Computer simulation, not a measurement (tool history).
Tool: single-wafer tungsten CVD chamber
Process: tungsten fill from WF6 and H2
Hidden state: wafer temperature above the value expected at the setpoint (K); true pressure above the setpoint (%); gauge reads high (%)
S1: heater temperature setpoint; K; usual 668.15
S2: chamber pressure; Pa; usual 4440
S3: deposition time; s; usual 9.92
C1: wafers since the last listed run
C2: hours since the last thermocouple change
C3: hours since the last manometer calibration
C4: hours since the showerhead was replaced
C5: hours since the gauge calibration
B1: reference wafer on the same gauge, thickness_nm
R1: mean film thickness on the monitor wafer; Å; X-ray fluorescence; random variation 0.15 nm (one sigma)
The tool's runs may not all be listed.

run 1 day=0.000 | S1=668.15 S2=4440 S3=9.92 | C1=0 C2=1778.5 C3=698.7 C4=4306.0 C5=271.5 | B1=31.007 | R1=261.32
run 2 day=1.104 | S1=668.15 S2=4440 S3=9.92 | C1=737 C2=1805.0 C3=725.2 C4=4332.5 C5=298.0 | B1=30.971 | R1=264.50
run 3 day=8.179 | S1=668.15 S2=4440 S3=11.23 | C1=4728 C2=1974.8 C3=895.0 C4=4502.3 C5=467.8 | B1=30.956 | R1=298.25
run 4 day=9.854 | S1=668.15 S2=4440 S3=11.23 | C1=1119 C2=2015.0 C3=935.2 C4=4542.5 C5=508.0 | B1=30.974 | R1=297.90
run 5 day=11.688 | S1=668.15 S2=4440 S3=11.23 | C1=1225 C2=2059.0 C3=979.2 C4=4586.5 C5=552.0 | B1=30.973 | R1=297.38
run 6 day=13.375 | S1=668.15 S2=4213 S3=11.32 | C1=1127 C2=2099.5 C3=1019.7 C4=4627.0 C5=592.5 | B1=30.936 | R1=290.85
run 7 day=16.125 | S1=668.15 S2=4213 S3=11.32 | C1=1837 C2=2165.5 C3=1085.7 C4=4693.0 C5=658.5 | B1=31.048 | R1=292.71
-- day=16.846 capacitance manometer re-zeroed and calibrated
run 8 day=18.104 | S1=668.15 S2=4120 S3=9.92 | C1=1099 C2=2213.0 C3=30.2 C4=4740.5 C5=706.0 | B1=31.083 | R1=254.20
run 9 day=20.179 | S1=668.15 S2=4440 S3=10.89 | C1=1386 C2=2262.8 C3=80.0 C4=4790.3 C5=755.8 | B1=31.003 | R1=286.30
-- day=22.446 thermocouple changed; heater temperature recalibrated
run 10 day=22.675 | S1=668.15 S2=4213 S3=11.32 | C1=1445 C2=5.5 C3=139.9 C4=4850.2 C5=815.7 | B1=30.951 | R1=317.19
run 11 day=29.038 | S1=668.15 S2=4213 S3=11.32 | C1=4252 C2=158.2 C3=292.6 C4=5002.9 C5=968.4 | B1=30.998 | R1=310.78
-- day=30.950 gauge calibrated
-- day=31.792 showerhead replaced
run 12 day=32.721 | S1=668.15 S2=3893 S3=9.92 | C1=2238 C2=246.6 C3=381.0 C4=22.3 C5=42.5 | B1=31.000 | R1=260.49
run 13 day=34.908 | S1=668.15 S2=4866 S3=11.73 | C1=1461 C2=299.1 C3=433.5 C4=74.8 C5=95.0 | B1=30.976 | R1=336.50
run 14 day=36.062 | S1=668.15 S2=5160 S3=9.92 | C1=771 C2=326.8 C3=461.2 C4=102.5 C5=122.7 | B1=30.984 | R1=294.44
run 15 day=37.108 | S1=668.15 S2=4440 S3=11.22 | C1=698 C2=351.9 C3=486.3 C4=127.6 C5=147.8 | B1=31.012 | R1=312.36
run 16 day=38.688 | S1=681.15 S2=5173 S3=10.66 | C1=1055 C2=389.8 C3=524.2 C4=165.5 C5=185.7 | B1=31.035 | R1=384.75
run 17 day=40.500 | S1=678.15 S2=4440 S3=9.92 | C1=1211 C2=433.3 C3=567.7 C4=209.0 C5=229.2 | B1=30.963 | R1=321.38

The tool's hidden state at each run:
true pressure above the setpoint (%): 0 in every run
gauge reads high (%): 0 in every run
H1: wafer temperature above the value expected at the setpoint (K)
run=1 H1=-5.06
run=2 H1=-5.07
run=3 H1=-5.16
run=4 H1=-5.17
run=5 H1=-5.19
run=6 H1=-5.21
run=7 H1=-5.23
run=8 H1=-5.24
run=9 H1=-5.26
run=10 H1=-0.421
run=11 H1=-1.49
run=12 H1=-2.01
run=13 H1=-2.28
run=14 H1=-2.42
run=15 H1=-2.54
run=16 H1=-2.71
run=17 H1=-2.9

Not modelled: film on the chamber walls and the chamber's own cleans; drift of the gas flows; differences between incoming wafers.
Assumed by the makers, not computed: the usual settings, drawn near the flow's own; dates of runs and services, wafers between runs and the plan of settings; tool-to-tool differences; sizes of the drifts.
